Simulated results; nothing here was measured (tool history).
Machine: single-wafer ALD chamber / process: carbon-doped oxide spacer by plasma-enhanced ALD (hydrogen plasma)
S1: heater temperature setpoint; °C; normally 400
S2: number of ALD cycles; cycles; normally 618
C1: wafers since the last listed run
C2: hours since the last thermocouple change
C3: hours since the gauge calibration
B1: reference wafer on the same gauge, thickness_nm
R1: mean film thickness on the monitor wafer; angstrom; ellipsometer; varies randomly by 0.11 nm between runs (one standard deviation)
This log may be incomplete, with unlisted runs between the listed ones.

Run 1, day 0: usual settings; C1 0; C2 995.1; C3 1018.7; B1 32.587. Result: R1 284.76 angstrom.
Run 2, day 3.425: usual settings; C1 68; C2 1077.3; C3 1100.9; B1 32.622. Result: R1 284.3 angstrom.
Run 3, day 7.417: usual settings; C1 79; C2 1173.1; C3 1196.7; B1 32.593. Result: R1 283.43 angstrom.
At day 10.875: thermocouple changed; heater temperature recalibrated.
Run 4, day 11.738: usual settings but S2 660 cycles; C1 79; C2 20.7; C3 1300.4; B1 32.597. Result: R1 306.49 angstrom.
Run 5, day 15.179: usual settings but S2 660 cycles; C1 68; C2 103.3; C3 1383; B1 32.606. Result: R1 307.26 angstrom.
Run 6, day 17.617: usual settings but S1 404 °C; C1 48; C2 161.8; C3 1441.5; B1 32.565. Result: R1 287.51 angstrom.
Run 7, day 21.233: usual settings; C1 71; C2 248.6; C3 1528.3; B1 32.644. Result: R1 286.82 angstrom.
Run 8, day 23.546: usual settings; C1 46; C2 304.1; C3 1583.8; B1 32.613. Result: R1 287.85 angstrom.
Run 9, day 31.967: usual settings; C1 167; C2 506.2; C3 1785.9; B1 32.592. Result: R1 284.35 angstrom.
Run 10, day 35.604: usual settings; C1 72; C2 593.5; C3 1873.2; B1 32.601. Result: R1 286.27 angstrom.
Run 11, day 37.283: usual settings; C1 33; C2 633.8; C3 1913.5; B1 32.58. Result: R1 285.56 angstrom.
Run 12, day 41.504: usual settings; C1 83; C2 735.1; C3 2014.8; B1 32.563. Result: R1 285.93 angstrom.
Run 13, day 43.683: usual settings; C1 43; C2 787.4; C3 2067.1; B1 32.611. Result: R1 286.72 angstrom.

What will run 14 give?
Run 14, day 45.404: usual settings but S1 395 °C, S2 732 cycles; C1 34; C2 828.7; C3 2108.4; B1 ?. Result: R1 ?.

{"run 14": {"B1": 32.601, "R1": 342.98}}
Had the tool carried no hidden state, the very same run would have given R1 342.98 angstrom.
